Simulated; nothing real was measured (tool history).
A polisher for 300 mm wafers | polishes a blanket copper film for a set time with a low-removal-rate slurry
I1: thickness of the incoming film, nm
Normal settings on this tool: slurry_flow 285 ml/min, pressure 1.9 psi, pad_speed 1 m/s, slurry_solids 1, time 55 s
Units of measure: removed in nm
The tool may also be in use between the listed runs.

{"run": 1, "hour": 0.0, "slurry_flow": 285, "pressure": 1.9, "pad_speed": 1, "slurry_solids": 1, "time": 55, "I1": 750.6, "removed": 90.7}
{"run": 2, "hour": 44.0, "slurry_flow": 285, "pressure": 1.9, "pad_speed": 1, "slurry_solids": 1, "time": 55, "I1": 766.7, "removed": 91.5}
{"run": 3, "hour": 108.9, "slurry_flow": 285, "pressure": 1.9, "pad_speed": 1, "slurry_solids": 1, "time": 55, "I1": 758.5, "removed": 89}
{"run": 4, "hour": 165.3, "slurry_flow": 350, "pressure": 1.9, "pad_speed": 1, "slurry_solids": 1, "time": 55, "I1": 768.1, "removed": 92.9}
{"hour": 182.6, "done": "slurry nozzle cleaned"}
{"run": 5, "hour": 243.4, "slurry_flow": 350, "pressure": 1.9, "pad_speed": 1, "slurry_solids": 1, "time": 55, "I1": 753.2, "removed": 93.1}
{"hour": 293.5, "done": "slurry blender recalibrated"}
{"hour": 316.3, "done": "worn pad replaced by a new one"}
{"run": 6, "hour": 332.1, "slurry_flow": 350, "pressure": 1.9, "pad_speed": 1, "slurry_solids": 1, "time": 55, "I1": 770.2, "removed": 91.7}
{"run": 7, "hour": 435.3, "slurry_flow": 285, "pressure": 1.9, "pad_speed": 0.78, "slurry_solids": 1, "time": 55, "I1": 751.9, "removed": 73.1}
{"run": 8, "hour": 479.1, "slurry_flow": 285, "pressure": 1.9, "pad_speed": 0.78, "slurry_solids": 1, "time": 55, "I1": 756.1, "removed": 70.8}
{"run": 9, "hour": 515.2, "slurry_flow": 285, "pressure": 1.9, "pad_speed": 0.78, "slurry_solids": 1, "time": 55, "I1": 759.4, "removed": 70.7}
{"hour": 557.2, "done": "slurry nozzle cleaned"}
{"run": 10, "hour": 594.6, "slurry_flow": 285, "pressure": 1.9, "pad_speed": 1, "slurry_solids": 1, "time": 55, "I1": 765.3, "removed": 90.1}
{"hour": 678.6, "done": "slurry blender recalibrated"}
{"run": 11, "hour": 684.3, "slurry_flow": 285, "pressure": 1.9, "pad_speed": 1, "slurry_solids": 1, "time": 55, "I1": 754.2, "removed": 90.3}
{"hour": 710.0, "done": "worn pad replaced by a new one"}
{"run": 12, "hour": 724.4, "slurry_flow": 285, "pressure": 1.9, "pad_speed": 1, "slurry_solids": 1, "time": 55, "I1": 749.4, "removed": 88.6}
{"run": 13, "hour": 768.4, "slurry_flow": 285, "pressure": 1.9, "pad_speed": 1.28, "slurry_solids": 1, "time": 55, "I1": 767.6, "removed": 114.7}
{"run": 14, "hour": 818.9, "slurry_flow": 350, "pressure": 2.3, "pad_speed": 0.74, "slurry_solids": 1.1, "time": 55, "I1": 745, "removed": 84.9}
{"run": 15, "hour": 918.9, "slurry_flow": 285, "pressure": 1.9, "pad_speed": 1, "slurry_solids": 1, "time": 55, "I1": 757.1, "removed": 89.7}
{"hour": 966.6, "done": "slurry nozzle cleaned"}
{"hour": 970.8, "done": "head pressure recalibrated"}
{"run": 16, "hour": 978.6, "slurry_flow": 285, "pressure": 1.9, "pad_speed": 1, "slurry_solids": 1, "time": 55, "I1": 770.5, "removed": 90}
{"hour": 1022.3, "done": "slurry blender recalibrated"}
{"run": 17, "hour": 1079.5, "slurry_flow": 285, "pressure": 1.9, "pad_speed": 1, "slurry_solids": 1, "time": 55, "I1": 758.5, "removed": 88}
{"hour": 1097.7, "done": "worn pad replaced by a new one"}
{"run": 18, "hour": 1176.2, "slurry_flow": 285, "pressure": 1.9, "pad_speed": 0.9, "slurry_solids": 0.85, "time": 68, "I1": 760.3, "removed": 99.3}
{"run": 19, "hour": 1228.1, "slurry_flow": 220, "pressure": 2.4, "pad_speed": 1, "slurry_solids": 1, "time": 36, "I1": 742.4, "removed": 73.7}
{"hour": 1286.3, "done": "slurry nozzle cleaned"}
{"run": 20, "hour": 1307.5, "slurry_flow": 320, "pressure": 1.9, "pad_speed": 1, "slurry_solids": 1, "time": 69, "I1": 755.5, "removed": 113.8}
{"hour": 1342.1, "done": "slurry blender recalibrated"}
{"run": 21, "hour": 1345.8, "slurry_flow": 285, "pressure": 1.9, "pad_speed": 1, "slurry_solids": 1, "time": 67, "I1": 744, "removed": 109.2}
{"run": 22, "hour": 1402.7, "slurry_flow": 285, "pressure": 1.9, "pad_speed": 1, "slurry_solids": 1, "time": 55, "I1": 766.1, "removed": 91.1}
{"hour": 1419.7, "done": "worn pad replaced by a new one"}
{"run": 23, "hour": 1506.5, "slurry_flow": 285, "pressure": 1.3, "pad_speed": 1, "slurry_solids": 1.1, "time": 55, "I1": 760.3, "removed": 63}
{"run": 24, "hour": 1608.1, "slurry_flow": 285, "pressure": 1.9, "pad_speed": 1, "slurry_solids": 1, "time": 67, "I1": 765.4, "removed": 112.1}

Expected results for the next run?
{"hour": 1647.8, "done": "slurry nozzle cleaned"}
{"run": 25, "hour": 1667.7, "slurry_flow": 285, "pressure": 1.2, "pad_speed": 1, "slurry_solids": 0.75, "time": 68, "I1": 748, "removed": "?"}

{"run 25": {"removed": 67.2}}
With the hidden condition absent and the run-to-run variation left alone, this run would have shown removed 67.2 nm.
